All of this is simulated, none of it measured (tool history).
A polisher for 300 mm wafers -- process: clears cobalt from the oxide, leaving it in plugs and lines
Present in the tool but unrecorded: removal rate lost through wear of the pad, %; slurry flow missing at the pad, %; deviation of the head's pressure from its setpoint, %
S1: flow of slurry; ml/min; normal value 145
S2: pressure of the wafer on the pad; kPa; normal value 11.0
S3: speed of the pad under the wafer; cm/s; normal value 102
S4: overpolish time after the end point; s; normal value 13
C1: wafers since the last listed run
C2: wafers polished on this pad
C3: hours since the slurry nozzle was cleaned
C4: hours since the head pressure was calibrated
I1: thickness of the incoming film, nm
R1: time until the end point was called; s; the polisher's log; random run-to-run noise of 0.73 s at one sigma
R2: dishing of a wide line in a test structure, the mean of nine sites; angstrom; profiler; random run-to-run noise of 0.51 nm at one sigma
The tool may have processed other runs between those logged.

Run 1, hour 0.0: usual settings but S3 80 cm/s; C1 0; C2 659; C3 315.8; C4 481.8; I1 161.2. Result: R1 54.0 s, R2 259 angstrom.
Run 2, hour 16.9: usual settings but S3 80 cm/s; C1 124; C2 784; C3 332.7; C4 498.7; I1 161.6. Result: R1 55.0 s, R2 255 angstrom.
Run 3, hour 30.4: usual settings but S1 130 ml/min; C1 99; C2 883; C3 346.2; C4 512.2; I1 160.8. Result: R1 49.4 s, R2 263 angstrom.
Run 4, hour 37.7: usual settings; C1 53; C2 937; C3 353.5; C4 519.5; I1 158.6. Result: R1 47.4 s, R2 275 angstrom.
At hour 48.2: worn pad replaced by a new one.
Run 5, hour 48.7: usual settings; C1 51; C2 3; C3 364.5; C4 530.5; I1 162.0. Result: R1 46.5 s, R2 277 angstrom.
Run 6, hour 64.2: usual settings; C1 114; C2 118; C3 380.0; C4 546.0; I1 156.7. Result: R1 45.5 s, R2 280 angstrom.
Run 7, hour 72.2: usual settings; C1 59; C2 177; C3 388.0; C4 554.0; I1 163.1. Result: R1 48.2 s, R2 274 angstrom.
Run 8, hour 80.6: usual settings but S1 170 ml/min; C1 62; C2 239; C3 396.4; C4 562.4; I1 159.1. Result: R1 45.1 s, R2 277 angstrom.
At hour 86.7: slurry nozzle cleaned.
Run 9, hour 97.9: usual settings but S1 170 ml/min; C1 120; C2 360; C3 11.2; C4 579.7; I1 163.2. Result: R1 46.5 s, R2 277 angstrom.
Run 10, hour 105.9: usual settings but S1 170 ml/min; C1 59; C2 419; C3 19.2; C4 587.7; I1 158.3. Result: R1 44.7 s, R2 286 angstrom.
Run 11, hour 114.3: usual settings but S4 8 s; C1 62; C2 481; C3 27.6; C4 596.1; I1 160.4. Result: R1 46.8 s, R2 214 angstrom.
Run 12, hour 142.8: usual settings; C1 210; C2 691; C3 56.1; C4 624.6; I1 162.5. Result: R1 49.3 s, R2 271 angstrom.
Run 13, hour 155.6: usual settings; C1 94; C2 786; C3 68.9; C4 637.4; I1 160.4. Result: R1 48.8 s, R2 267 angstrom.
Run 14, hour 190.1: usual settings but S1 130 ml/min, S2 8.3 kPa, S3 130 cm/s, S4 17 s; C1 254; C2 1041; C3 103.4; C4 671.9; I1 160.1. Result: R1 56.6 s, R2 293 angstrom.
At hour 201.5: worn pad replaced by a new one.
Run 15, hour 220.0: usual settings but S1 105 ml/min, S3 120 cm/s; C1 191; C2 136; C3 133.3; C4 701.8; I1 159.9. Result: R1 43.9 s, R2 283 angstrom.
Run 16, hour 233.8: usual settings but S1 185 ml/min, S2 13.8 kPa, S3 74 cm/s; C1 101; C2 238; C3 147.1; C4 715.6; I1 157.4. Result: R1 43.1 s, R2 291 angstrom.
Run 17, hour 243.8: usual settings; C1 73; C2 312; C3 157.1; C4 725.6; I1 159.9. Result: R1 45.5 s, R2 283 angstrom.
Run 18, hour 252.8: usual settings but S1 160 ml/min, S2 6.9 kPa, S3 88 cm/s; C1 66; C2 378; C3 166.1; C4 734.6; I1 160.2. Result: R1 77.4 s, R2 204 angstrom.
Run 19, hour 277.9: usual settings but S1 120 ml/min, S4 18 s; C1 185; C2 564; C3 191.2; C4 759.7; I1 161.4. Result: R1 49.9 s, R2 313 angstrom.
Run 20, hour 288.8: usual settings; C1 80; C2 644; C3 202.1; C4 770.6; I1 159.6. Result: R1 46.3 s, R2 287 angstrom.
Run 21, hour 302.2: usual settings but S1 125 ml/min, S2 8.3 kPa, S3 130 cm/s, S4 5 s; C1 98; C2 743; C3 215.5; C4 784.0; I1 159.4. Result: R1 54.3 s, R2 138 angstrom.
Run 22, hour 310.3: usual settings but S2 13.1 kPa, S3 114 cm/s; C1 59; C2 803; C3 223.6; C4 792.1; I1 159.9. Result: R1 37.5 s, R2 296 angstrom.
Run 23, hour 320.2: usual settings but S1 125 ml/min, S4 20 s; C1 73; C2 876; C3 233.5; C4 802.0; I1 161.1. Result: R1 48.5 s, R2 322 angstrom.
Run 24, hour 326.9: usual settings but S4 9 s; C1 49; C2 926; C3 240.2; C4 808.7; I1 160.2. Result: R1 48.4 s, R2 230 angstrom.
Run 25, hour 340.0: usual settings but S2 9.0 kPa, S3 76 cm/s; C1 96; C2 1022; C3 253.3; C4 821.8; I1 158.1. Result: R1 68.3 s, R2 228 angstrom.
Run 26, hour 355.0: usual settings but S1 125 ml/min, S2 12.4 kPa, S3 134 cm/s, S4 21 s; C1 110; C2 1133; C3 268.3; C4 836.8; I1 160.5. Result: R1 36.7 s, R2 325 angstrom.
At hour 365.6: worn pad replaced by a new one.
At hour 369.6: head pressure recalibrated.
Run 27, hour 371.1: usual settings but S2 13.8 kPa, S3 136 cm/s; C1 74; C2 26; C3 284.4; C4 1.5; I1 159.6. Result: R1 33.5 s, R2 312 angstrom.
Run 28, hour 400.5: usual settings but S1 115 ml/min, S3 72 cm/s; C1 217; C2 243; C3 313.8; C4 30.9; I1 161.0. Result: R1 64.9 s, R2 242 angstrom.
Run 29, hour 416.8: usual settings but S1 180 ml/min, S4 7 s; C1 120; C2 363; C3 330.1; C4 47.2; I1 157.9. Result: R1 47.3 s, R2 190 angstrom.
Run 30, hour 423.6: usual settings; C1 50; C2 414; C3 336.9; C4 54.0; I1 159.3. Result: R1 48.1 s, R2 267 angstrom.
Run 31, hour 438.5: usual settings but S2 13.8 kPa, S3 128 cm/s; C1 110; C2 524; C3 351.8; C4 68.9; I1 157.6. Result: R1 34.2 s, R2 312 angstrom.
Run 32, hour 452.4: usual settings; C1 102; C2 626; C3 365.7; C4 82.8; I1 159.9. Result: R1 51.5 s, R2 275 angstrom.
Run 33, hour 464.5: usual settings but S1 180 ml/min, S2 8.3 kPa, S3 80 cm/s; C1 89; C2 716; C3 377.8; C4 94.9; I1 159.3. Result: R1 74.4 s, R2 221 angstrom.
Run 34, hour 476.5: usual settings; C1 88; C2 804; C3 389.8; C4 106.9; I1 160.8. Result: R1 50.3 s, R2 265 angstrom.
Run 35, hour 489.0: usual settings but S2 8.3 kPa, S3 128 cm/s, S4 9 s; C1 92; C2 897; C3 402.3; C4 119.4; I1 159.4. Result: R1 59.2 s, R2 198 angstrom.
At hour 504.9: slurry nozzle cleaned.
Run 36, hour 505.7: usual settings but S3 134 cm/s, S4 21 s; C1 115; C2 1013; C3 0.8; C4 136.1; I1 160.1. Result: R1 44.1 s, R2 335 angstrom.

Each row is a separate what-if for the run after 36, all from the same tool condition, not one after another. Results?
Run A, hour 506.1: usual settings; C1 2; C2 1016; C3 1.2; C4 136.5; I1 158.6. Result: R1 ?, R2 ?.
Run B, hour 506.1: usual settings but S2 9.0 kPa; C1 2; C2 1016; C3 1.2; C4 136.5; I1 158.6. Result: R1 ?, R2 ?.
Run C, hour 506.1: usual settings but S2 13.8 kPa; C1 2; C2 1016; C3 1.2; C4 136.5; I1 158.6. Result: R1 ?, R2 ?.

run    R1   R2
  A  50.4  261
  B  61.4  236
  C  40.6  285
Stripped of hidden state, with their random variation kept, the same runs would have yielded:
run    R1   R2
  A  47.6  268
  B  58.1  243
  C  38.4  291
